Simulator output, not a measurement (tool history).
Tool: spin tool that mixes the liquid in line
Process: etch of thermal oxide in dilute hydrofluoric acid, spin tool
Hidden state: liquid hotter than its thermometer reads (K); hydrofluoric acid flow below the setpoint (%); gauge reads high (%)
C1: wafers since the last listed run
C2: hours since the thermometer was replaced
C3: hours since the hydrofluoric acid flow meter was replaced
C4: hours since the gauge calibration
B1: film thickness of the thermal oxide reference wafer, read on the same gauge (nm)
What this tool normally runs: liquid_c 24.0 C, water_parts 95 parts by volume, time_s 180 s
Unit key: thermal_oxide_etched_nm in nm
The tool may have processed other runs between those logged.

{"run": 1, "hour": 0.0, "liquid_c": 20.0, "water_parts": 95, "time_s": 180, "C1": 0, "C2": 191.2, "C3": 390.0, "C4": 915.7, "B1": 80.06, "thermal_oxide_etched_nm": 7.51}
{"run": 2, "hour": 71.9, "liquid_c": 24.0, "water_parts": 95, "time_s": 135, "C1": 408, "C2": 263.1, "C3": 461.9, "C4": 987.6, "B1": 79.98, "thermal_oxide_etched_nm": 6.64}
{"run": 3, "hour": 97.6, "liquid_c": 24.0, "water_parts": 95, "time_s": 135, "C1": 146, "C2": 288.8, "C3": 487.6, "C4": 1013.3, "B1": 80.01, "thermal_oxide_etched_nm": 6.62}
{"run": 4, "hour": 165.4, "liquid_c": 24.0, "water_parts": 95, "time_s": 180, "C1": 385, "C2": 356.6, "C3": 555.4, "C4": 1081.1, "B1": 80.02, "thermal_oxide_etched_nm": 8.9}
{"run": 5, "hour": 208.5, "liquid_c": 24.0, "water_parts": 95, "time_s": 180, "C1": 245, "C2": 399.7, "C3": 598.5, "C4": 1124.2, "B1": 79.97, "thermal_oxide_etched_nm": 8.87}
{"run": 6, "hour": 245.7, "liquid_c": 24.0, "water_parts": 95, "time_s": 230, "C1": 211, "C2": 436.9, "C3": 635.7, "C4": 1161.4, "B1": 79.97, "thermal_oxide_etched_nm": 11.34}
{"run": 7, "hour": 301.9, "liquid_c": 24.0, "water_parts": 95, "time_s": 230, "C1": 319, "C2": 493.1, "C3": 691.9, "C4": 1217.6, "B1": 80.01, "thermal_oxide_etched_nm": 11.3}
{"run": 8, "hour": 338.7, "liquid_c": 24.0, "water_parts": 95, "time_s": 230, "C1": 209, "C2": 529.9, "C3": 728.7, "C4": 1254.4, "B1": 80.01, "thermal_oxide_etched_nm": 11.41}
{"run": 9, "hour": 395.7, "liquid_c": 24.0, "water_parts": 95, "time_s": 180, "C1": 324, "C2": 586.9, "C3": 785.7, "C4": 1311.4, "B1": 80.02, "thermal_oxide_etched_nm": 8.9}
{"run": 10, "hour": 448.4, "liquid_c": 24.0, "water_parts": 95, "time_s": 180, "C1": 299, "C2": 639.6, "C3": 838.4, "C4": 1364.1, "B1": 79.97, "thermal_oxide_etched_nm": 8.87}
{"run": 11, "hour": 506.2, "liquid_c": 24.0, "water_parts": 95, "time_s": 180, "C1": 328, "C2": 697.4, "C3": 896.2, "C4": 1421.9, "B1": 80.0, "thermal_oxide_etched_nm": 8.96}
{"run": 12, "hour": 557.6, "liquid_c": 24.0, "water_parts": 95, "time_s": 180, "C1": 292, "C2": 748.8, "C3": 947.6, "C4": 1473.3, "B1": 80.07, "thermal_oxide_etched_nm": 8.95}
{"hour": 571.2, "done": "hydrofluoric acid flow meter replaced"}
{"run": 13, "hour": 614.6, "liquid_c": 23.0, "water_parts": 95, "time_s": 180, "C1": 318, "C2": 805.8, "C3": 43.4, "C4": 1530.3, "B1": 80.04, "thermal_oxide_etched_nm": 8.7}
{"hour": 648.8, "done": "gauge calibrated"}
{"run": 14, "hour": 654.3, "liquid_c": 24.0, "water_parts": 55, "time_s": 180, "C1": 225, "C2": 845.5, "C3": 83.1, "C4": 5.5, "B1": 80.03, "thermal_oxide_etched_nm": 16.53}
{"run": 15, "hour": 713.1, "liquid_c": 24.0, "water_parts": 95, "time_s": 270, "C1": 334, "C2": 904.3, "C3": 141.9, "C4": 64.3, "B1": 80.06, "thermal_oxide_etched_nm": 13.73}
{"run": 16, "hour": 753.0, "liquid_c": 24.0, "water_parts": 95, "time_s": 180, "C1": 226, "C2": 944.2, "C3": 181.8, "C4": 104.2, "B1": 80.0, "thermal_oxide_etched_nm": 9.17}
{"run": 17, "hour": 788.4, "liquid_c": 24.0, "water_parts": 70, "time_s": 125, "C1": 201, "C2": 979.6, "C3": 217.2, "C4": 139.6, "B1": 79.99, "thermal_oxide_etched_nm": 8.89}
{"hour": 951.9, "done": "thermometer replaced"}
{"run": 18, "hour": 990.9, "liquid_c": 24.0, "water_parts": 95, "time_s": 180, "C1": 1145, "C2": 39.0, "C3": 419.7, "C4": 342.1, "B1": 80.03, "thermal_oxide_etched_nm": 8.81}
{"run": 19, "hour": 1022.5, "liquid_c": 19.5, "water_parts": 115, "time_s": 90, "C1": 179, "C2": 70.6, "C3": 451.3, "C4": 373.7, "B1": 79.98, "thermal_oxide_etched_nm": 2.95}
{"run": 20, "hour": 1084.3, "liquid_c": 24.0, "water_parts": 55, "time_s": 180, "C1": 351, "C2": 132.4, "C3": 513.1, "C4": 435.5, "B1": 79.97, "thermal_oxide_etched_nm": 15.96}
{"run": 21, "hour": 1139.6, "liquid_c": 26.0, "water_parts": 110, "time_s": 265, "C1": 314, "C2": 187.7, "C3": 568.4, "C4": 490.8, "B1": 79.96, "thermal_oxide_etched_nm": 11.79}
{"run": 22, "hour": 1175.3, "liquid_c": 19.5, "water_parts": 95, "time_s": 80, "C1": 202, "C2": 223.4, "C3": 604.1, "C4": 526.5, "B1": 79.96, "thermal_oxide_etched_nm": 3.26}
{"run": 23, "hour": 1216.7, "liquid_c": 28.0, "water_parts": 125, "time_s": 265, "C1": 235, "C2": 264.8, "C3": 645.5, "C4": 567.9, "B1": 79.97, "thermal_oxide_etched_nm": 11.08}
{"run": 24, "hour": 1362.8, "liquid_c": 24.0, "water_parts": 140, "time_s": 180, "C1": 830, "C2": 410.9, "C3": 791.6, "C4": 714.0, "B1": 80.0, "thermal_oxide_etched_nm": 5.69}
{"run": 25, "hour": 1393.5, "liquid_c": 24.0, "water_parts": 110, "time_s": 220, "C1": 174, "C2": 441.6, "C3": 822.3, "C4": 744.7, "B1": 80.01, "thermal_oxide_etched_nm": 9.19}
{"hour": 1538.0, "done": "hydrofluoric acid flow meter replaced"}
{"run": 26, "hour": 1605.1, "liquid_c": 24.0, "water_parts": 95, "time_s": 145, "C1": 1197, "C2": 653.2, "C3": 67.1, "C4": 956.3, "B1": 80.02, "thermal_oxide_etched_nm": 7.26}
{"run": 27, "hour": 1660.6, "liquid_c": 27.5, "water_parts": 95, "time_s": 85, "C1": 315, "C2": 708.7, "C3": 122.6, "C4": 1011.8, "B1": 80.04, "thermal_oxide_etched_nm": 4.9}
{"run": 28, "hour": 1783.2, "liquid_c": 24.0, "water_parts": 95, "time_s": 180, "C1": 696, "C2": 831.3, "C3": 245.2, "C4": 1134.4, "B1": 79.98, "thermal_oxide_etched_nm": 9.07}
{"run": 29, "hour": 1814.9, "liquid_c": 20.5, "water_parts": 135, "time_s": 100, "C1": 180, "C2": 863.0, "C3": 276.9, "C4": 1166.1, "B1": 79.99, "thermal_oxide_etched_nm": 2.95}

Selected run-to-run steps in thermal_oxide_etched_nm, each split into two signed amounts: the part the tool would show with no hidden state at all (from settings, incoming material and random variation), and the remainder, which goes to the hidden state together with any gauge scatter not common to the measured and the hidden-state-free results:
Run 13 -> 14: liquid_c 23.0 -> 24.0, water_parts 95 -> 55, gauge calibrated. thermal_oxide_etched_nm +7.83 nm: hidden state +0.30, all else +7.53.
Run 17 -> 18: water_parts 70 -> 95, time_s 125 -> 180, thermometer replaced. thermal_oxide_etched_nm -0.08 nm: hidden state -0.39, all else +0.31.
Run 19 -> 20: liquid_c 19.5 -> 24.0, water_parts 115 -> 55, time_s 90 -> 180. thermal_oxide_etched_nm +13.01 nm: hidden state -0.02, all else +13.03.
Run 21 -> 22: liquid_c 26.0 -> 19.5, water_parts 110 -> 95, time_s 265 -> 80. thermal_oxide_etched_nm -8.53 nm: hidden state +0.02, all else -8.55.

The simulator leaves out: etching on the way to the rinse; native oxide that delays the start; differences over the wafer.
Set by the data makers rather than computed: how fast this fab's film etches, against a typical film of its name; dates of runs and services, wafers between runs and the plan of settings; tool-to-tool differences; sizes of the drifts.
